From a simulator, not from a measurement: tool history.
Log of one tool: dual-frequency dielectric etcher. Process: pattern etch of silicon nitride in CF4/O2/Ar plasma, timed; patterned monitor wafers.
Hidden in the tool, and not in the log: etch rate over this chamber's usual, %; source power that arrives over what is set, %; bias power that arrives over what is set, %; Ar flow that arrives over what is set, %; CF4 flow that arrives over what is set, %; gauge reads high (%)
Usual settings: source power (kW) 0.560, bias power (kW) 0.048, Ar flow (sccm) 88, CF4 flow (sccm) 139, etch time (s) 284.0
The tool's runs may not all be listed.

| run | hour | source power (kW) | bias power (kW) | Ar flow (sccm) | CF4 flow (sccm) | etch time (s) | wafers since the last listed run | hours since the last wet clean | hours since the last source power generator calibration | hours since the last bias power generator calibration | hours since the last Ar flow controller change | hours since the last CF4 flow controller change | hours since the last upper electrode change | hours since the gauge calibration | read-back reference wafer on the same gauge, depth_nm | mean etch depth across the wafer (nm) |
|---|---|---|---|---|---|---|---|---|---|---|---|---|---|---|---|---|
| 1 | 0.0 | 0.560 | 0.048 | 88 | 139 | 284.0 | 0 | 287.0 | 166.4 | 3803.6 | 4127.0 | 3026.3 | 3345.3 | 398.8 | 573.2 | 670.6 |
| 2 | 29.2 | 0.560 | 0.048 | 88 | 139 | 284.0 | 101 | 316.2 | 195.6 | 3832.8 | 4156.2 | 3055.5 | 3374.5 | 428.0 | 573.1 | 670.5 |
| 3 | 53.3 | 0.560 | 0.048 | 88 | 139 | 317.5 | 83 | 340.3 | 219.7 | 3856.9 | 4180.3 | 3079.6 | 3398.6 | 452.1 | 573.6 | 747.4 |
| 4 | 75.9 | 0.620 | 0.048 | 74 | 157 | 259.5 | 78 | 362.9 | 242.3 | 3879.5 | 4202.9 | 3102.2 | 3421.2 | 474.7 | 573.9 | 693.5 |
| 5 | 99.4 | 0.560 | 0.052 | 94 | 139 | 284.0 | 81 | 386.4 | 265.8 | 3903.0 | 4226.4 | 3125.7 | 3444.7 | 498.2 | 574.2 | 666.4 |
| 6 | 115.5 | 0.560 | 0.048 | 88 | 139 | 337.0 | 56 | 402.5 | 281.9 | 3919.1 | 4242.5 | 3141.8 | 3460.8 | 514.3 | 574.3 | 786.0 |
|  | 147.4 | wet clean of the chamber |
| 7 | 147.9 | 0.560 | 0.048 | 88 | 139 | 284.0 | 29 | 0.5 | 314.3 | 3951.5 | 4274.9 | 3174.2 | 3493.2 | 546.7 | 573.6 | 664.8 |
|  | 225.5 | upper electrode replaced |
|  | 228.3 | gauge calibrated |
| 8 | 243.1 | 0.560 | 0.052 | 88 | 139 | 284.0 | 247 | 95.7 | 409.5 | 4046.7 | 4370.1 | 3269.4 | 17.6 | 14.8 | 573.2 | 687.5 |
|  | 256.9 | CF4 flow controller replaced |
|  | 273.1 | bias power generator calibrated |
| 9 | 310.7 | 0.700 | 0.048 | 88 | 139 | 216.0 | 200 | 163.3 | 477.1 | 37.6 | 4437.7 | 53.8 | 85.2 | 82.4 | 573.2 | 627.4 |
|  | 322.2 | Ar flow controller replaced |
| 10 | 326.4 | 0.510 | 0.055 | 103 | 139 | 315.5 | 33 | 179.0 | 492.8 | 53.3 | 4.2 | 69.5 | 100.9 | 98.1 | 573.3 | 684.4 |
| 11 | 354.1 | 0.650 | 0.041 | 88 | 139 | 252.5 | 96 | 206.7 | 520.5 | 81.0 | 31.9 | 97.2 | 128.6 | 125.8 | 571.0 | 647.7 |
| 12 | 386.5 | 0.560 | 0.048 | 88 | 139 | 284.0 | 112 | 239.1 | 552.9 | 113.4 | 64.3 | 129.6 | 161.0 | 158.2 | 572.7 | 671.1 |
| 13 | 402.1 | 0.560 | 0.048 | 88 | 139 | 284.0 | 54 | 254.7 | 568.5 | 129.0 | 79.9 | 145.2 | 176.6 | 173.8 | 574.5 | 668.5 |
| 14 | 421.6 | 0.520 | 0.051 | 74 | 139 | 216.0 | 67 | 274.2 | 588.0 | 148.5 | 99.4 | 164.7 | 196.1 | 193.3 | 572.4 | 497.4 |
| 15 | 449.9 | 0.560 | 0.048 | 88 | 162 | 284.0 | 98 | 302.5 | 616.3 | 176.8 | 127.7 | 193.0 | 224.4 | 221.6 | 572.2 | 666.1 |
| 16 | 472.0 | 0.490 | 0.037 | 97 | 139 | 284.0 | 76 | 324.6 | 638.4 | 198.9 | 149.8 | 215.1 | 246.5 | 243.7 | 572.6 | 538.7 |
| 17 | 495.9 | 0.560 | 0.048 | 88 | 139 | 284.0 | 83 | 348.5 | 662.3 | 222.8 | 173.7 | 239.0 | 270.4 | 267.6 | 572.3 | 663.2 |
| 18 | 510.7 | 0.560 | 0.041 | 88 | 108 | 284.0 | 51 | 363.3 | 677.1 | 237.6 | 188.5 | 253.8 | 285.2 | 282.4 | 574.6 | 605.5 |
| 19 | 536.0 | 0.560 | 0.048 | 88 | 139 | 284.0 | 88 | 388.6 | 702.4 | 262.9 | 213.8 | 279.1 | 310.5 | 307.7 | 573.5 | 661.1 |
| 20 | 568.7 | 0.560 | 0.048 | 75 | 139 | 284.0 | 113 | 421.3 | 735.1 | 295.6 | 246.5 | 311.8 | 343.2 | 340.4 | 572.5 | 688.6 |

5 ways to go on from here, each from the tool as it stands after run 20. What would each give?
| A | 569.2 | 0.560 | 0.048 | 88 | 139 | 284.0 | 1 | 421.8 | 735.6 | 296.1 | 247.0 | 312.3 | 343.7 | 340.9 | ? | ? |
| B | 569.2 | 0.560 | 0.048 | 108 | 130 | 207.0 | 1 | 421.8 | 735.6 | 296.1 | 247.0 | 312.3 | 343.7 | 340.9 | ? | ? |
| C | 569.2 | 0.420 | 0.048 | 97 | 166 | 241.0 | 1 | 421.8 | 735.6 | 296.1 | 247.0 | 312.3 | 343.7 | 340.9 | ? | ? |
| D | 569.2 | 0.560 | 0.048 | 88 | 104 | 347.5 | 1 | 421.8 | 735.6 | 296.1 | 247.0 | 312.3 | 343.7 | 340.9 | ? | ? |
| E | 569.2 | 0.560 | 0.048 | 88 | 139 | 323.5 | 1 | 421.8 | 735.6 | 296.1 | 247.0 | 312.3 | 343.7 | 340.9 | ? | ? |

| run | read-back reference wafer on the same gauge, depth_nm | mean etch depth across the wafer (nm) |
|---|---|---|
| A | 572.7 | 663.3 |
| B | 572.7 | 463.0 |
| C | 572.7 | 427.8 |
| D | 572.7 | 783.7 |
| E | 572.7 | 755.5 |
Without the tool's hidden state the same runs would have given:
| run | mean etch depth across the wafer (nm) |
|---|---|
| A | 663.3 |
| B | 463.0 |
| C | 427.8 |
| D | 783.7 |
| E | 755.5 |
